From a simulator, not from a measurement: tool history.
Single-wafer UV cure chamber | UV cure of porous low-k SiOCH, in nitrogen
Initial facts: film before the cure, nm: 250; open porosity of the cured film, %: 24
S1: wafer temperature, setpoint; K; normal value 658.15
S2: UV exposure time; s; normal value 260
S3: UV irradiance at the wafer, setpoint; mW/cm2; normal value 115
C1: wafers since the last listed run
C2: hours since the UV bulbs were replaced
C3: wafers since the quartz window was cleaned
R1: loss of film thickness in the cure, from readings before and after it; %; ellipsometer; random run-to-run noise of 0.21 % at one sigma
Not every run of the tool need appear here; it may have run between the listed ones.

| run | hour | S1 | S2 | S3 | C1 | C2 | C3 | R1 |
|---|---|---|---|---|---|---|---|---|
| 1 | 0.0 | 666.15 | 260 | 90 | 0 | 1023.9 | 1623 | 11.624 |
| 2 | 71.9 | 666.15 | 260 | 90 | 580 | 1095.8 | 2203 | 11.794 |
| 3 | 162.1 | 666.15 | 260 | 90 | 728 | 1186.0 | 2932 | 11.216 |
| 4 | 234.8 | 658.15 | 260 | 115 | 587 | 1258.7 | 3519 | 12.088 |
| 5 | 314.7 | 658.15 | 260 | 115 | 645 | 1338.6 | 4165 | 12.282 |
| 6 | 406.9 | 658.15 | 260 | 115 | 744 | 1430.8 | 4909 | 12.345 |
| 7 | 488.5 | 658.15 | 260 | 115 | 659 | 1512.4 | 5568 | 11.648 |
|  | 551.1 | quartz window cleaned |
| 8 | 551.6 | 658.15 | 260 | 115 | 445 | 1575.5 | 4 | 13.009 |
| 9 | 609.6 | 658.15 | 260 | 115 | 468 | 1633.5 | 472 | 12.501 |
| 10 | 697.1 | 658.15 | 260 | 115 | 706 | 1721.0 | 1179 | 12.068 |
| 11 | 850.2 | 658.15 | 260 | 115 | 1236 | 1874.1 | 2415 | 11.948 |
| 12 | 945.8 | 658.15 | 260 | 115 | 772 | 1969.7 | 3188 | 11.786 |
| 13 | 1040.5 | 658.15 | 260 | 115 | 764 | 2064.4 | 3953 | 11.474 |
| 14 | 1098.3 | 658.15 | 260 | 115 | 466 | 2122.2 | 4419 | 11.504 |
| 15 | 1164.1 | 658.15 | 260 | 115 | 531 | 2188.0 | 4951 | 11.434 |
| 16 | 1260.6 | 658.15 | 260 | 115 | 779 | 2284.5 | 5730 | 11.009 |
|  | 1276.9 | quartz window cleaned |
| 17 | 1319.3 | 658.15 | 260 | 115 | 409 | 2343.2 | 342 | 12.394 |
|  | 1354.4 | UV bulbs replaced |
| 18 | 1362.7 | 658.15 | 260 | 115 | 285 | 8.3 | 628 | 13.110 |
| 19 | 1568.6 | 662.15 | 260 | 115 | 1663 | 214.2 | 2291 | 12.542 |
| 20 | 1673.2 | 662.15 | 260 | 115 | 844 | 318.8 | 3136 | 12.707 |
| 21 | 1720.7 | 652.15 | 260 | 115 | 383 | 366.3 | 3520 | 12.625 |
| 22 | 1825.2 | 652.15 | 260 | 115 | 844 | 470.8 | 4364 | 11.996 |
| 23 | 1932.4 | 652.15 | 260 | 115 | 865 | 578.0 | 5230 | 12.137 |
| 24 | 1988.3 | 645.15 | 170 | 136 | 451 | 633.9 | 5681 | 10.869 |
|  | 2091.6 | quartz window cleaned |
| 25 | 2092.1 | 658.15 | 375 | 153 | 773 | 737.7 | 4 | 16.306 |
| 26 | 2188.8 | 651.15 | 335 | 82 | 781 | 834.4 | 785 | 12.492 |
| 27 | 2278.4 | 658.15 | 260 | 115 | 723 | 924.0 | 1508 | 12.704 |
| 28 | 2369.5 | 658.15 | 260 | 115 | 735 | 1015.1 | 2244 | 12.395 |
| 29 | 2460.4 | 650.15 | 260 | 81 | 734 | 1106.0 | 2978 | 10.777 |
| 30 | 2567.3 | 672.15 | 145 | 115 | 863 | 1212.9 | 3842 | 9.514 |
| 31 | 2604.3 | 658.15 | 260 | 115 | 298 | 1249.9 | 4141 | 12.607 |
| 32 | 2675.4 | 665.15 | 350 | 101 | 574 | 1321.0 | 4715 | 12.908 |
| 33 | 2741.8 | 647.15 | 310 | 139 | 536 | 1387.4 | 5251 | 13.583 |
|  | 2783.8 | quartz window cleaned |
| 34 | 2803.9 | 669.15 | 390 | 144 | 436 | 1449.5 | 162 | 16.204 |
| 35 | 2867.5 | 658.15 | 260 | 115 | 513 | 1513.1 | 676 | 12.589 |
| 36 | 2956.5 | 658.15 | 260 | 115 | 718 | 1602.1 | 1395 | 12.429 |
| 37 | 2999.5 | 658.15 | 260 | 88 | 347 | 1645.1 | 1742 | 11.012 |
| 38 | 3103.6 | 672.15 | 260 | 146 | 840 | 1749.2 | 2583 | 13.440 |
| 39 | 3146.7 | 658.15 | 260 | 133 | 348 | 1792.3 | 2931 | 12.630 |
| 40 | 3184.4 | 658.15 | 135 | 115 | 304 | 1830.0 | 3236 | 8.703 |
| 41 | 3284.3 | 665.15 | 260 | 115 | 806 | 1929.9 | 4042 | 11.500 |
| 42 | 3352.7 | 658.15 | 260 | 115 | 552 | 1998.3 | 4595 | 11.593 |
|  | 3550.5 | quartz window cleaned |
| 43 | 3632.4 | 658.15 | 260 | 115 | 2194 | 2278.0 | 661 | 11.908 |
| 44 | 3714.8 | 658.15 | 305 | 85 | 665 | 2360.4 | 1326 | 10.832 |
| 45 | 3796.8 | 652.15 | 260 | 115 | 662 | 2442.4 | 1989 | 11.629 |
|  | 3817.6 | UV bulbs replaced |
| 46 | 3842.5 | 658.15 | 365 | 128 | 304 | 24.9 | 2293 | 14.732 |

Hidden state, per run?
H1: lamp output below its setpoint, %
H2: transmission lost against a clean window, %
| run | H1 | H2 |
|---|---|---|
| 1 | 6.47 | 11.8 |
| 2 | 7.09 | 14.1 |
| 3 | 7.92 | 16.3 |
| 4 | 8.65 | 17.6 |
| 5 | 9.49 | 18.6 |
| 6 | 10.5 | 19.4 |
| 7 | 11.5 | 20 |
| 8 | 12.3 | 3.92 |
| 9 | 13.1 | 8.18 |
| 10 | 14.2 | 13 |
| 11 | 16.5 | 18.4 |
| 12 | 18 | 20.4 |
| 13 | 19.5 | 21.8 |
| 14 | 20.5 | 22.4 |
| 15 | 21.7 | 23 |
| 16 | 23.4 | 23.6 |
| 17 | 24.5 | 3.65 |
| 18 | 4.21 | 6.43 |
| 19 | 4.4 | 14.7 |
| 20 | 4.62 | 17 |
| 21 | 4.75 | 17.8 |
| 22 | 5.11 | 19 |
| 23 | 5.57 | 19.9 |
| 24 | 5.84 | 20.2 |
| 25 | 6.42 | 1.07 |
| 26 | 7.04 | 7.67 |
| 27 | 7.68 | 11.9 |
| 28 | 8.4 | 15 |
| 29 | 9.18 | 17.1 |
| 30 | 10.2 | 18.8 |
| 31 | 10.6 | 19.2 |
| 32 | 11.3 | 19.9 |
| 33 | 12 | 20.4 |
| 34 | 12.7 | 3.46 |
| 35 | 13.5 | 7.74 |
| 36 | 14.6 | 12.2 |
| 37 | 15.2 | 13.8 |
| 38 | 16.6 | 16.9 |
| 39 | 17.3 | 17.8 |
| 40 | 17.8 | 18.5 |
| 41 | 19.3 | 19.9 |
| 42 | 20.4 | 20.6 |
| 43 | 25.3 | 5.87 |
| 44 | 26.8 | 10.1 |
| 45 | 28.4 | 13.1 |
| 46 | 1.45 | 14.4 |
